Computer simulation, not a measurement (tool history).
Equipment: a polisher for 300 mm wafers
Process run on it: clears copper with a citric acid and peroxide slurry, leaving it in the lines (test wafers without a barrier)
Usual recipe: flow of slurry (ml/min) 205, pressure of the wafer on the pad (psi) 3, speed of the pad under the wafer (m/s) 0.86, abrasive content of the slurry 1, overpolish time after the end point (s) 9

| run | hour | flow of slurry (ml/min) | pressure of the wafer on the pad (psi) | speed of the pad under the wafer (m/s) | abrasive content of the slurry | overpolish time after the end point (s) | incoming thickness of the incoming film, nm | time until the end point was called (s) | dishing of a wide line in a test structure (Å) |
|---|---|---|---|---|---|---|---|---|---|
| 1 | 0 | 205 | 3 | 0.86 | 1 | 9 | 236.6 | 144.2 | 128 |
| 2 | 59.9 | 205 | 2.7 | 0.7 | 1 | 9 | 233.6 | 192.5 | 95 |
|  | 81.2 | worn pad replaced by a new one |
| 3 | 114.7 | 205 | 3 | 0.86 | 0.9 | 9 | 231.4 | 138.4 | 136 |
|  | 138.9 | slurry blender recalibrated |
| 4 | 171.4 | 205 | 3 | 0.86 | 0.9 | 9 | 235.6 | 146.6 | 129 |
| 5 | 213.9 | 205 | 3 | 0.86 | 0.9 | 9 | 234.4 | 145.7 | 129 |
| 6 | 244.3 | 205 | 3 | 0.86 | 1 | 9 | 235 | 144.5 | 125 |
|  | 291.8 | worn pad replaced by a new one |
| 7 | 294.6 | 205 | 3 | 0.86 | 1 | 9 | 233.3 | 128.7 | 139 |
|  | 338.3 | slurry nozzle cleaned |
| 8 | 347.1 | 205 | 3 | 0.86 | 1 | 9 | 236.8 | 141.5 | 130 |
| 9 | 407.8 | 205 | 3 | 0.86 | 1 | 9 | 238.3 | 145.9 | 129 |
| 10 | 450.7 | 205 | 3 | 0.86 | 1 | 9 | 235.3 | 146.2 | 129 |
|  | 461.4 | head pressure recalibrated |
|  | 493.6 | worn pad replaced by a new one |
| 11 | 520.4 | 205 | 3 | 0.86 | 1 | 9 | 237.1 | 137.9 | 138 |
| 12 | 569.3 | 205 | 3 | 0.86 | 1 | 12 | 232.2 | 140.4 | 180 |
|  | 581.7 | slurry blender recalibrated |
| 13 | 622.9 | 245 | 3 | 0.86 | 1.1 | 9 | 231.6 | 137.5 | 137 |
| 14 | 647.5 | 205 | 3 | 0.86 | 1 | 9 | 230.5 | 144.2 | 132 |
|  | 660.8 | slurry nozzle cleaned |
| 15 | 673.7 | 205 | 3 | 0.86 | 1 | 9 | 232.2 | 145 | 125 |
|  | 700.1 | worn pad replaced by a new one |
| 16 | 741.1 | 205 | 3 | 0.86 | 1 | 6 | 234.5 | 138.3 | 93 |

Predict the results of run 17:
| 17 | 770.3 | 255 | 3 | 0.86 | 0.7 | 9 | 238.3 | ? | ? |

time until the end point was called (s): 153.3
dishing of a wide line in a test structure (Å): 124
Were there no unlogged condition in the tool, this run, its random variation unchanged, would have produced time until the end point was called (s) 138.8, dishing of a wide line in a test structure (Å) 136.

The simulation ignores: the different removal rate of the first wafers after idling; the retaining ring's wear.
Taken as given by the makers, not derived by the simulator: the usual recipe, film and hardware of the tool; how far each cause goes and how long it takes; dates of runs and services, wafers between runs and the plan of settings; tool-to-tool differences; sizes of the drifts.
